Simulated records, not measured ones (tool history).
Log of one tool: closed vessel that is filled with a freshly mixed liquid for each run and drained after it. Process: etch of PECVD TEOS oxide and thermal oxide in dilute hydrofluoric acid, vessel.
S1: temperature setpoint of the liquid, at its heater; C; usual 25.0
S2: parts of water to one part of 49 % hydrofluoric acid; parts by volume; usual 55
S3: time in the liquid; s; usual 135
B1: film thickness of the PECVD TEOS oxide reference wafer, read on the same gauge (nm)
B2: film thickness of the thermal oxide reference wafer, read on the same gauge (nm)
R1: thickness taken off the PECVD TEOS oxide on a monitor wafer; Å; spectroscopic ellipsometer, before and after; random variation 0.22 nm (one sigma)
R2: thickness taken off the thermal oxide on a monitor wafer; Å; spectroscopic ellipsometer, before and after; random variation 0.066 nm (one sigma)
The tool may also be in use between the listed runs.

run 1 hour=0.0 | S1=25.0 S2=55 S3=135 | B1=30.01 B2=60.02 | R1=218.0 R2=113.9
run 2 hour=27.3 | S1=25.0 S2=55 S3=135 | B1=29.99 B2=60.00 | R1=220.4 R2=114.6
run 3 hour=48.5 | S1=25.0 S2=55 S3=135 | B1=29.98 B2=60.01 | R1=220.3 R2=115.1
run 4 hour=82.8 | S1=22.0 S2=30 S3=105 | B1=29.97 B2=60.02 | R1=283.3 R2=147.8
run 5 hour=103.1 | S1=25.0 S2=55 S3=135 | B1=29.98 B2=60.00 | R1=218.2 R2=112.7
run 6 hour=184.3 | S1=29.0 S2=45 S3=190 | B1=30.01 B2=60.01 | R1=456.0 R2=234.4
run 7 hour=206.6 | S1=23.5 S2=65 S3=135 | B1=30.01 B2=59.99 | R1=171.1 R2=88.1
run 8 hour=235.0 | S1=25.0 S2=55 S3=135 | B1=29.98 B2=60.01 | R1=216.5 R2=113.8
run 9 hour=258.0 | S1=20.5 S2=30 S3=180 | B1=29.96 B2=60.00 | R1=457.6 R2=236.9
run 10 hour=283.7 | S1=29.0 S2=45 S3=190 | B1=29.97 B2=60.01 | R1=442.9 R2=230.0
run 11 hour=299.1 | S1=27.0 S2=45 S3=135 | B1=29.99 B2=59.99 | R1=289.9 R2=150.5
run 12 hour=325.1 | S1=21.0 S2=65 S3=135 | B1=29.96 B2=59.98 | R1=151.0 R2=80.4
run 13 hour=341.3 | S1=25.0 S2=65 S3=65 | B1=30.00 B2=60.01 | R1=99.7 R2=51.4
run 14 hour=357.3 | S1=23.5 S2=80 S3=135 | B1=29.98 B2=60.00 | R1=153.2 R2=79.8
run 15 hour=381.5 | S1=28.5 S2=80 S3=135 | B1=30.03 B2=59.97 | R1=184.7 R2=96.3
run 16 hour=399.9 | S1=27.0 S2=55 S3=135 | B1=29.99 B2=59.99 | R1=262.6 R2=138.0
run 17 hour=415.0 | S1=28.0 S2=55 S3=110 | B1=30.00 B2=60.02 | R1=226.2 R2=115.7
run 18 hour=431.2 | S1=22.0 S2=45 S3=135 | B1=30.03 B2=59.98 | R1=265.6 R2=140.3
run 19 hour=454.2 | S1=25.0 S2=55 S3=135 | B1=29.99 B2=59.99 | R1=244.5 R2=127.2
run 20 hour=471.8 | S1=25.0 S2=55 S3=135 | B1=29.98 B2=59.99 | R1=244.5 R2=126.7
run 21 hour=506.8 | S1=25.0 S2=55 S3=135 | B1=30.00 B2=60.00 | R1=244.1 R2=125.9
run 22 hour=531.3 | S1=25.0 S2=55 S3=135 | B1=30.00 B2=59.99 | R1=245.0 R2=127.8
run 23 hour=548.2 | S1=25.0 S2=30 S3=135 | B1=30.03 B2=60.00 | R1=457.0 R2=240.5
run 24 hour=569.5 | S1=25.0 S2=55 S3=135 | B1=30.01 B2=60.03 | R1=241.0 R2=126.8
run 25 hour=587.7 | S1=25.0 S2=55 S3=135 | B1=30.04 B2=60.01 | R1=244.8 R2=124.8
run 26 hour=620.5 | S1=29.0 S2=45 S3=160 | B1=30.02 B2=59.97 | R1=419.7 R2=215.4

Not shown: 3 entries that the log had between the listed runs. Between which runs, and how does the tool's hidden state differ before and after?
Between runs 1 and 2: gauge calibrated (hour 0.5)
  hydrofluoric acid flow below the setpoint (%): 10.4 -> 10.5
  measured less the result without the state, R1: -27.3 -> -28.0 Å; R2: -14.3 -> -14.6 Å
Between runs 11 and 12: thermometer replaced (hour 319.5)
  hydrofluoric acid flow below the setpoint (%): 11.8 -> 12
  measured less the result without the state, R1: -41.8 -> -22.4 Å; R2: -21.7 -> -11.9 Å
Between runs 12 and 13: hydrofluoric acid flow meter replaced (hour 340.8)
  hydrofluoric acid flow below the setpoint (%): 12 -> 1.02
  measured less the result without the state, R1: -22.4 -> -1.1 Å; R2: -11.9 -> -0.5 Å
